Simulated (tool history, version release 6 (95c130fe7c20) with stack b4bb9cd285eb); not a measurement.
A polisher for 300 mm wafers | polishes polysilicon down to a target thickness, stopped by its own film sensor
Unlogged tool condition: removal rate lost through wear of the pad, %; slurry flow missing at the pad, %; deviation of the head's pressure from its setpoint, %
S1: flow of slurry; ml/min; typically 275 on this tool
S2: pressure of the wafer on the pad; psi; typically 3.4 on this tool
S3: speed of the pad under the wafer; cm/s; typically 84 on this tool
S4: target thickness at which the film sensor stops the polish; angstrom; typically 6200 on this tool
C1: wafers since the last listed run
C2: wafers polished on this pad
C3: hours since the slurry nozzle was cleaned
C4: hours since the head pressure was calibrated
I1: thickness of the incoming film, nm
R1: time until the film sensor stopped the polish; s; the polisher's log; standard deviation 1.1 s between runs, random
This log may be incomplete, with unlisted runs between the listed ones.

Run 1, day 0.000: usual settings; C1 0; C2 25; C3 379.9; C4 152.1; I1 1074.1. Result: R1 59.7 s.
Run 2, day 1.029: usual settings; C1 248; C2 273; C3 404.6; C4 176.8; I1 1086.6. Result: R1 61.9 s.
Run 3, day 1.400: usual settings; C1 89; C2 362; C3 413.5; C4 185.7; I1 1070.5. Result: R1 58.6 s.
Run 4, day 2.108: usual settings; C1 170; C2 533; C3 430.5; C4 202.7; I1 1076.9. Result: R1 59.3 s.
Run 5, day 2.779: usual settings; C1 161; C2 695; C3 446.6; C4 218.8; I1 1095.6. Result: R1 61.1 s.
At day 3.167: worn pad replaced by a new one.
Run 6, day 3.338: usual settings; C1 94; C2 40; C3 460.0; C4 232.2; I1 1082.8. Result: R1 60.5 s.
Run 7, day 3.954: usual settings but S3 100 cm/s; C1 148; C2 189; C3 474.8; C4 247.0; I1 1067.7. Result: R1 51.5 s.
Run 8, day 4.229: usual settings but S3 100 cm/s; C1 66; C2 255; C3 481.4; C4 253.6; I1 1068.6. Result: R1 50.4 s.
At day 5.100: slurry nozzle cleaned.
Run 9, day 6.346: usual settings but S3 100 cm/s; C1 500; C2 756; C3 29.9; C4 304.4; I1 1067.9. Result: R1 49.9 s.
Run 10, day 6.704: usual settings; C1 86; C2 842; C3 38.5; C4 313.0; I1 1061.4. Result: R1 55.8 s.
At day 7.004: worn pad replaced by a new one.
Run 11, day 7.125: usual settings; C1 61; C2 28; C3 48.6; C4 323.1; I1 1078.4. Result: R1 58.2 s.
Run 12, day 7.575: usual settings; C1 108; C2 137; C3 59.4; C4 333.9; I1 1081.7. Result: R1 58.9 s.
Run 13, day 7.988: usual settings but S3 106 cm/s, S4 5570 angstrom; C1 99; C2 236; C3 69.3; C4 343.8; I1 1061.5. Result: R1 52.5 s.
At day 8.083: head pressure recalibrated.
Run 14, day 8.242: usual settings but S2 4.6 psi, S3 68 cm/s, S4 5540 angstrom; C1 41; C2 278; C3 75.4; C4 3.8; I1 1063.3. Result: R1 58.3 s.
Run 15, day 9.975: usual settings but S3 102 cm/s, S4 5110 angstrom; C1 418; C2 696; C3 117.0; C4 45.4; I1 1091.5. Result: R1 67.8 s.
At day 10.192: worn pad replaced by a new one.
Run 16, day 10.279: usual settings but S2 2.8 psi; C1 33; C2 20; C3 124.3; C4 52.7; I1 1063.9. Result: R1 73.7 s.
Run 17, day 10.642: usual settings but S1 245 ml/min, S2 4.0 psi, S3 54 cm/s, S4 4600 angstrom; C1 87; C2 108; C3 133.0; C4 61.4; I1 1074.4. Result: R1 93.0 s.
Run 18, day 11.042: usual settings; C1 96; C2 204; C3 142.6; C4 71.0; I1 1087.6. Result: R1 61.3 s.
Run 19, day 11.629: usual settings; C1 141; C2 346; C3 156.7; C4 85.1; I1 1073.2. Result: R1 59.4 s.
Run 20, day 12.200: usual settings; C1 137; C2 484; C3 170.4; C4 98.8; I1 1074.7. Result: R1 59.7 s.
Run 21, day 12.600: usual settings but S3 100 cm/s; C1 96; C2 580; C3 180.0; C4 108.4; I1 1099.4. Result: R1 57.1 s.
Run 22, day 13.088: usual settings but S2 3.0 psi, S3 104 cm/s; C1 117; C2 698; C3 191.7; C4 120.1; I1 1083.5. Result: R1 57.4 s.
At day 13.588: worn pad replaced by a new one.
Run 23, day 13.600: usual settings but S1 340 ml/min; C1 83; C2 3; C3 204.0; C4 132.4; I1 1093.9. Result: R1 62.0 s.
Run 24, day 14.062: usual settings but S1 225 ml/min; C1 111; C2 114; C3 215.1; C4 143.5; I1 1065.1. Result: R1 58.7 s.

Hidden state or all else? Some run-to-run changes of R1, split into what the settings, what came in and random variation would give without the hidden state, and what is left for the hidden state (with any gauge scatter that isn't in both results):
Run 8 -> 9: slurry nozzle cleaned. R1 -0.5 s: hidden state -1.0, all else +0.5.
Run 13 -> 14: S2 3.4 -> 4.6, S3 106 -> 68, S4 5570 -> 5540, head pressure recalibrated. R1 +5.8 s: hidden state +3.7, all else +2.1.
Run 16 -> 17: S1 275 -> 245, S2 2.8 -> 4.0, S3 84 -> 54, S4 6200 -> 4600. R1 +19.3 s: hidden state -0.3, all else +19.6.
Run 17 -> 18: S1 245 -> 275, S2 4.0 -> 3.4, S3 54 -> 84, S4 4600 -> 6200. R1 -31.7 s: hidden state +0.5, all else -32.2.
